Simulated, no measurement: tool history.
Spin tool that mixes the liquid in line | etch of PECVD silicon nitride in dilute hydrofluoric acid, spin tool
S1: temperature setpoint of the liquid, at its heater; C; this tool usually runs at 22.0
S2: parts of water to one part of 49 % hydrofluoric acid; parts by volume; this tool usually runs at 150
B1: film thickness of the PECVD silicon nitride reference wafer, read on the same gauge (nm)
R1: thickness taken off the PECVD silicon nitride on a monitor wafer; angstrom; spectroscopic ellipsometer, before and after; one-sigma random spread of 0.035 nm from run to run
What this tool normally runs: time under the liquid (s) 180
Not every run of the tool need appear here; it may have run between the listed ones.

Run 1, hour 0.0: usual settings; B1 70.022. Result: R1 18.35 angstrom.
Run 2, hour 16.7: usual settings but time under the liquid (s) 245; B1 70.017. Result: R1 26.21 angstrom.
Run 3, hour 30.4: usual settings but time under the liquid (s) 245; B1 70.024. Result: R1 26.31 angstrom.
Run 4, hour 62.1: usual settings but time under the liquid (s) 245; B1 69.992. Result: R1 26.55 angstrom.
Run 5, hour 96.1: usual settings but S1 20.0 C; B1 70.014. Result: R1 17.18 angstrom.
Run 6, hour 110.9: usual settings but S1 20.0 C; B1 69.992. Result: R1 16.61 angstrom.
Run 7, hour 146.3: usual settings; B1 69.979. Result: R1 19.07 angstrom.
Run 8, hour 159.2: usual settings; B1 69.988. Result: R1 19.15 angstrom.
Run 9, hour 189.5: usual settings; B1 69.985. Result: R1 19.67 angstrom.
Run 10, hour 218.7: usual settings; B1 70.002. Result: R1 18.48 angstrom.
Run 11, hour 266.3: usual settings but S1 20.0 C, S2 115 parts by volume; B1 69.993. Result: R1 21.46 angstrom.
At hour 269.0: gauge calibrated.
Run 12, hour 295.8: usual settings but S1 18.0 C, S2 75 parts by volume, time under the liquid (s) 140; B1 69.992. Result: R1 22.66 angstrom.
Run 13, hour 319.8: usual settings but S1 20.0 C; B1 70.015. Result: R1 16.79 angstrom.
Run 14, hour 343.5: usual settings but S2 170 parts by volume; B1 70.001. Result: R1 16.43 angstrom.
Run 15, hour 404.8: usual settings but S1 19.0 C; B1 70.005. Result: R1 15.96 angstrom.
At hour 419.8: hydrofluoric acid flow meter replaced.
Run 16, hour 430.6: usual settings but S2 80 parts by volume, time under the liquid (s) 95; B1 70.008. Result: R1 19.40 angstrom.
Run 17, hour 458.8: usual settings but S1 24.0 C, S2 120 parts by volume, time under the liquid (s) 215; B1 70.010. Result: R1 32.45 angstrom.
Run 18, hour 489.6: usual settings; B1 70.040. Result: R1 18.83 angstrom.
Run 19, hour 511.2: usual settings but S1 20.5 C, S2 100 parts by volume, time under the liquid (s) 285; B1 70.010. Result: R1 41.97 angstrom.
Run 20, hour 538.3: usual settings; B1 70.005. Result: R1 19.60 angstrom.
At hour 541.3: thermometer replaced.
Run 21, hour 562.4: usual settings but S1 18.5 C, S2 85 parts by volume, time under the liquid (s) 235; B1 70.002. Result: R1 34.25 angstrom.
Run 22, hour 591.1: usual settings but S1 20.5 C, time under the liquid (s) 115; B1 70.004. Result: R1 11.09 angstrom.
Run 23, hour 619.6: usual settings but S1 18.0 C, S2 95 parts by volume, time under the liquid (s) 145; B1 69.970. Result: R1 18.79 angstrom.
Run 24, hour 637.3: usual settings; B1 70.004. Result: R1 19.49 angstrom.
Run 25, hour 672.5: usual settings but S1 18.5 C; B1 69.981. Result: R1 15.16 angstrom.
Run 26, hour 701.9: usual settings but S1 18.0 C, S2 125 parts by volume; B1 70.009. Result: R1 17.37 angstrom.
Run 27, hour 787.3: usual settings but S2 170 parts by volume; B1 69.995. Result: R1 17.70 angstrom.
Run 28, hour 803.2: usual settings; B1 70.013. Result: R1 19.37 angstrom.
Run 29, hour 837.3: usual settings but S2 75 parts by volume, time under the liquid (s) 140; B1 70.009. Result: R1 29.15 angstrom.
Run 30, hour 866.6: usual settings but S1 17.0 C, S2 215 parts by volume, time under the liquid (s) 245; B1 69.987. Result: R1 12.87 angstrom.
Run 31, hour 901.0: usual settings; B1 69.995. Result: R1 19.09 angstrom.
Run 32, hour 916.7: usual settings but S1 20.0 C; B1 69.982. Result: R1 16.70 angstrom.

The tool's hidden state at each run:
liquid colder than its thermometer reads (K): 0 on each run
hydrofluoric acid flow below the setpoint (%): 0 on each run
gauge reads high (%): 0 on each run
